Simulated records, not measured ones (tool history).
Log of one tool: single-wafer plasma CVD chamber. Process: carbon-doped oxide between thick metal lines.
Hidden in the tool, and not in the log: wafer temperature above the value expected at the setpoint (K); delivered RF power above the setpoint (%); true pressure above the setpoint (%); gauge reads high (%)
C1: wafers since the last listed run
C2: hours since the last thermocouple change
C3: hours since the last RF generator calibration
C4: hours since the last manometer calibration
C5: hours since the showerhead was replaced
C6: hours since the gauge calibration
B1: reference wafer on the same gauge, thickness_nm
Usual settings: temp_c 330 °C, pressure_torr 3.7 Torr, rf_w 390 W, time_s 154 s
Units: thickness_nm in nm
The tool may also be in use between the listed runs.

Run 1, hour 0: usual settings; C1 0; C2 1207.5; C3 1710.7; C4 2688.7; C5 2416.7; C6 61.1; B1 675.621. Result: thickness_nm 662.86 nm.
Run 2, hour 8.5: usual settings; C1 99; C2 1216; C3 1719.2; C4 2697.2; C5 2425.2; C6 69.6; B1 676.224. Result: thickness_nm 662.996 nm.
Run 3, hour 16.1: usual settings but rf_w 415 W; C1 88; C2 1223.6; C3 1726.8; C4 2704.8; C5 2432.8; C6 77.2; B1 676.21. Result: thickness_nm 693.632 nm.
Run 4, hour 27.9: usual settings but rf_w 415 W; C1 137; C2 1235.4; C3 1738.6; C4 2716.6; C5 2444.6; C6 89; B1 675.879. Result: thickness_nm 692.974 nm.
Run 5, hour 43.8: usual settings; C1 185; C2 1251.3; C3 1754.5; C4 2732.5; C5 2460.5; C6 104.9; B1 675.77. Result: thickness_nm 662.704 nm.
Run 6, hour 50.6: usual settings; C1 79; C2 1258.1; C3 1761.3; C4 2739.3; C5 2467.3; C6 111.7; B1 675.659. Result: thickness_nm 661.675 nm.
Run 7, hour 77.6: usual settings; C1 315; C2 1285.1; C3 1788.3; C4 2766.3; C5 2494.3; C6 138.7; B1 676.157. Result: thickness_nm 662.493 nm.
At hour 90.8: capacitance manometer re-zeroed and calibrated.
Run 8, hour 91.3: usual settings; C1 66; C2 1298.8; C3 1802; C4 0.5; C5 2508; C6 152.4; B1 675.989. Result: thickness_nm 660.46 nm.
Run 9, hour 98: usual settings but temp_c 338 °C; C1 78; C2 1305.5; C3 1808.7; C4 7.2; C5 2514.7; C6 159.1; B1 676.159. Result: thickness_nm 645.629 nm.
Run 10, hour 111.5: usual settings; C1 157; C2 1319; C3 1822.2; C4 20.7; C5 2528.2; C6 172.6; B1 675.42. Result: thickness_nm 661.318 nm.
Run 11, hour 117.7: usual settings but temp_c 323 °C; C1 72; C2 1325.2; C3 1828.4; C4 26.9; C5 2534.4; C6 178.8; B1 675.854. Result: thickness_nm 678.27 nm.
At hour 130.9: RF generator calibrated.
Run 12, hour 131.4: usual settings but temp_c 326 °C, rf_w 360 W, time_s 134 s; C1 66; C2 1338.9; C3 0.5; C4 40.6; C5 2548.1; C6 192.5; B1 675.869. Result: thickness_nm 532.369 nm.
At hour 132.4: gauge calibrated.
At hour 145.1: thermocouple changed; heater temperature recalibrated.
At hour 146: showerhead replaced.
Run 13, hour 146.5: usual settings but temp_c 339 °C, pressure_torr 3.13 Torr, rf_w 345 W, time_s 166 s; C1 72; C2 1.4; C3 15.6; C4 55.7; C5 0.5; C6 14.1; B1 675.961. Result: thickness_nm 596.877 nm.
Run 14, hour 146.9: usual settings; C1 4; C2 1.8; C3 16; C4 56.1; C5 0.9; C6 14.5; B1 675.831. Result: thickness_nm 636.394 nm.
Run 15, hour 156.9: usual settings but rf_w 355 W; C1 116; C2 11.8; C3 26; C4 66.1; C5 10.9; C6 24.5; B1 676.208. Result: thickness_nm 594.435 nm.
Run 16, hour 171.4: usual settings; C1 169; C2 26.3; C3 40.5; C4 80.6; C5 25.4; C6 39; B1 675.695. Result: thickness_nm 637.542 nm.
At hour 183.8: RF generator calibrated, repeated, since the last time left the tool worse.
Run 17, hour 184.3: usual settings; C1 57; C2 39.2; C3 0.5; C4 93.5; C5 38.3; C6 51.9; B1 676.224. Result: thickness_nm 689.984 nm.
Run 18, hour 191.3: usual settings; C1 81; C2 46.2; C3 7.5; C4 100.5; C5 45.3; C6 58.9; B1 676.09. Result: thickness_nm 690.097 nm.
Run 19, hour 201.7: usual settings but time_s 183 s; C1 121; C2 56.6; C3 17.9; C4 110.9; C5 55.7; C6 69.3; B1 675.886. Result: thickness_nm 817.939 nm.
Run 20, hour 214.8: usual settings but temp_c 334 °C, time_s 182 s; C1 152; C2 69.7; C3 31; C4 124; C5 68.8; C6 82.4; B1 676.224. Result: thickness_nm 801.467 nm.

4 ways to go on from here, each from the tool as it stands after run 20. What would each give?
Run A, hour 215.2: usual settings; C1 4; C2 70.1; C3 31.4; C4 124.4; C5 69.2; C6 82.8; B1 ?. Result: thickness_nm ?.
Run B, hour 215.2: usual settings but temp_c 318 °C, rf_w 460 W, time_s 136 s; C1 4; C2 70.1; C3 31.4; C4 124.4; C5 69.2; C6 82.8; B1 ?. Result: thickness_nm ?.
Run C, hour 215.2: usual settings but pressure_torr 3.22 Torr; C1 4; C2 70.1; C3 31.4; C4 124.4; C5 69.2; C6 82.8; B1 ?. Result: thickness_nm ?.
Run D, hour 215.2: usual settings but temp_c 344 °C, rf_w 430 W; C1 4; C2 70.1; C3 31.4; C4 124.4; C5 69.2; C6 82.8; B1 ?. Result: thickness_nm ?.

run       B1  thickness_nm
  A  675.601       687.333
  B  675.601       713.918
  C  675.601       674.855
  D  675.601        702.55
Without the tool's hidden state the same runs would have given:
run  thickness_nm
  A       687.915
  B       714.439
  C       675.426
  D       703.145
